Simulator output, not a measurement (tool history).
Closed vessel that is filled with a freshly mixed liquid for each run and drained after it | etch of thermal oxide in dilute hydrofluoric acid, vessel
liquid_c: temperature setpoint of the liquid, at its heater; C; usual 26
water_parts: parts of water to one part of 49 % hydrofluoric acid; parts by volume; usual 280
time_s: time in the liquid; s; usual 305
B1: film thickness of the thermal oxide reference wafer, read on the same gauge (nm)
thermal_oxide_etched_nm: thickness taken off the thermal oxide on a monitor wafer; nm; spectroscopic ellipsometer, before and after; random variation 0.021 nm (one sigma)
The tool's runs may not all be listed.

{"run": 1, "hour": 0.0, "liquid_c": 26, "water_parts": 280, "time_s": 305, "B1": 100.017, "thermal_oxide_etched_nm": 4.042}
{"run": 2, "hour": 79.9, "liquid_c": 22, "water_parts": 280, "time_s": 305, "B1": 99.995, "thermal_oxide_etched_nm": 3.503}
{"run": 3, "hour": 149.4, "liquid_c": 22, "water_parts": 280, "time_s": 305, "B1": 99.975, "thermal_oxide_etched_nm": 3.428}
{"run": 4, "hour": 228.2, "liquid_c": 22, "water_parts": 280, "time_s": 305, "B1": 100.001, "thermal_oxide_etched_nm": 3.381}
{"hour": 232.7, "done": "thermometer replaced"}
{"run": 5, "hour": 291.7, "liquid_c": 27.5, "water_parts": 280, "time_s": 305, "B1": 99.996, "thermal_oxide_etched_nm": 4.298}
{"run": 6, "hour": 391.6, "liquid_c": 26, "water_parts": 280, "time_s": 305, "B1": 99.982, "thermal_oxide_etched_nm": 4.019}
{"run": 7, "hour": 462.8, "liquid_c": 26, "water_parts": 280, "time_s": 305, "B1": 99.987, "thermal_oxide_etched_nm": 4}
{"run": 8, "hour": 547.8, "liquid_c": 23.5, "water_parts": 220, "time_s": 305, "B1": 99.993, "thermal_oxide_etched_nm": 4.894}
{"run": 9, "hour": 641.8, "liquid_c": 23.5, "water_parts": 220, "time_s": 305, "B1": 99.989, "thermal_oxide_etched_nm": 4.868}
{"run": 10, "hour": 711.9, "liquid_c": 23.5, "water_parts": 220, "time_s": 305, "B1": 99.983, "thermal_oxide_etched_nm": 4.764}
{"run": 11, "hour": 792.0, "liquid_c": 26, "water_parts": 280, "time_s": 195, "B1": 99.997, "thermal_oxide_etched_nm": 2.41}
{"hour": 822.8, "done": "thermometer replaced"}
{"run": 12, "hour": 856.0, "liquid_c": 26, "water_parts": 280, "time_s": 195, "B1": 100.021, "thermal_oxide_etched_nm": 2.553}
{"run": 13, "hour": 903.0, "liquid_c": 26, "water_parts": 280, "time_s": 195, "B1": 100.005, "thermal_oxide_etched_nm": 2.549}
{"run": 14, "hour": 966.8, "liquid_c": 26, "water_parts": 200, "time_s": 305, "B1": 100.004, "thermal_oxide_etched_nm": 6.083}
{"run": 15, "hour": 1040.8, "liquid_c": 23.5, "water_parts": 195, "time_s": 220, "B1": 99.983, "thermal_oxide_etched_nm": 4.061}
{"run": 16, "hour": 1087.0, "liquid_c": 26, "water_parts": 280, "time_s": 305, "B1": 100.011, "thermal_oxide_etched_nm": 3.898}
{"run": 17, "hour": 1152.9, "liquid_c": 23.5, "water_parts": 155, "time_s": 435, "B1": 100.004, "thermal_oxide_etched_nm": 10.356}
{"run": 18, "hour": 1197.4, "liquid_c": 27.5, "water_parts": 190, "time_s": 165, "B1": 100.008, "thermal_oxide_etched_nm": 3.57}
{"run": 19, "hour": 1236.3, "liquid_c": 22, "water_parts": 160, "time_s": 245, "B1": 100.009, "thermal_oxide_etched_nm": 5.23}
{"hour": 1266.8, "done": "hydrofluoric acid flow meter replaced"}
{"run": 20, "hour": 1279.1, "liquid_c": 26, "water_parts": 280, "time_s": 305, "B1": 99.996, "thermal_oxide_etched_nm": 4.027}
{"run": 21, "hour": 1328.9, "liquid_c": 26, "water_parts": 145, "time_s": 125, "B1": 99.979, "thermal_oxide_etched_nm": 3.657}
{"run": 22, "hour": 1376.2, "liquid_c": 26, "water_parts": 280, "time_s": 305, "B1": 100.009, "thermal_oxide_etched_nm": 3.952}
{"hour": 1394.2, "done": "thermometer replaced"}
{"run": 23, "hour": 1434.7, "liquid_c": 26, "water_parts": 345, "time_s": 410, "B1": 100.004, "thermal_oxide_etched_nm": 4.254}
{"run": 24, "hour": 1510.2, "liquid_c": 21, "water_parts": 280, "time_s": 305, "B1": 99.985, "thermal_oxide_etched_nm": 3.468}
{"run": 25, "hour": 1598.8, "liquid_c": 29, "water_parts": 395, "time_s": 360, "B1": 99.995, "thermal_oxide_etched_nm": 3.364}
{"run": 26, "hour": 1648.4, "liquid_c": 26, "water_parts": 395, "time_s": 305, "B1": 100.006, "thermal_oxide_etched_nm": 2.571}
{"hour": 1700.5, "done": "gauge calibrated"}
{"run": 27, "hour": 1749.0, "liquid_c": 27.5, "water_parts": 190, "time_s": 165, "B1": 100.002, "thermal_oxide_etched_nm": 3.691}
{"run": 28, "hour": 1828.6, "liquid_c": 26, "water_parts": 280, "time_s": 305, "B1": 100.009, "thermal_oxide_etched_nm": 3.936}
{"hour": 1851.4, "done": "thermometer replaced"}
{"run": 29, "hour": 1871.7, "liquid_c": 26, "water_parts": 340, "time_s": 305, "B1": 100.016, "thermal_oxide_etched_nm": 3.18}
{"run": 30, "hour": 2122.5, "liquid_c": 26, "water_parts": 280, "time_s": 305, "B1": 100.006, "thermal_oxide_etched_nm": 3.916}
{"run": 31, "hour": 2226.1, "liquid_c": 26, "water_parts": 185, "time_s": 410, "B1": 100.023, "thermal_oxide_etched_nm": 8.697}
{"run": 32, "hour": 2283.5, "liquid_c": 28.5, "water_parts": 280, "time_s": 370, "B1": 99.995, "thermal_oxide_etched_nm": 5.09}

Forecast each of these 5 alternatives for the next run:
{"run": "A", "hour": 2284.2, "liquid_c": 26, "water_parts": 280, "time_s": 305, "B1": "?", "thermal_oxide_etched_nm": "?"}
{"run": "B", "hour": 2284.2, "liquid_c": 21, "water_parts": 325, "time_s": 395, "B1": "?", "thermal_oxide_etched_nm": "?"}
{"run": "C", "hour": 2284.2, "liquid_c": 28, "water_parts": 280, "time_s": 125, "B1": "?", "thermal_oxide_etched_nm": "?"}
{"run": "D", "hour": 2284.2, "liquid_c": 26, "water_parts": 280, "time_s": 390, "B1": "?", "thermal_oxide_etched_nm": "?"}
{"run": "E", "hour": 2284.2, "liquid_c": 26, "water_parts": 190, "time_s": 480, "B1": "?", "thermal_oxide_etched_nm": "?"}

run=A B1=100.012 thermal_oxide_etched_nm=3.858
run=B B1=100.012 thermal_oxide_etched_nm=3.455
run=C B1=100.012 thermal_oxide_etched_nm=1.693
run=D B1=100.012 thermal_oxide_etched_nm=4.933
run=E B1=100.012 thermal_oxide_etched_nm=9.856
Without the tool's hidden state the same runs would have given:
run=A thermal_oxide_etched_nm=4.244
run=B thermal_oxide_etched_nm=3.809
run=C thermal_oxide_etched_nm=1.861
run=D thermal_oxide_etched_nm=5.427
run=E thermal_oxide_etched_nm=10.851
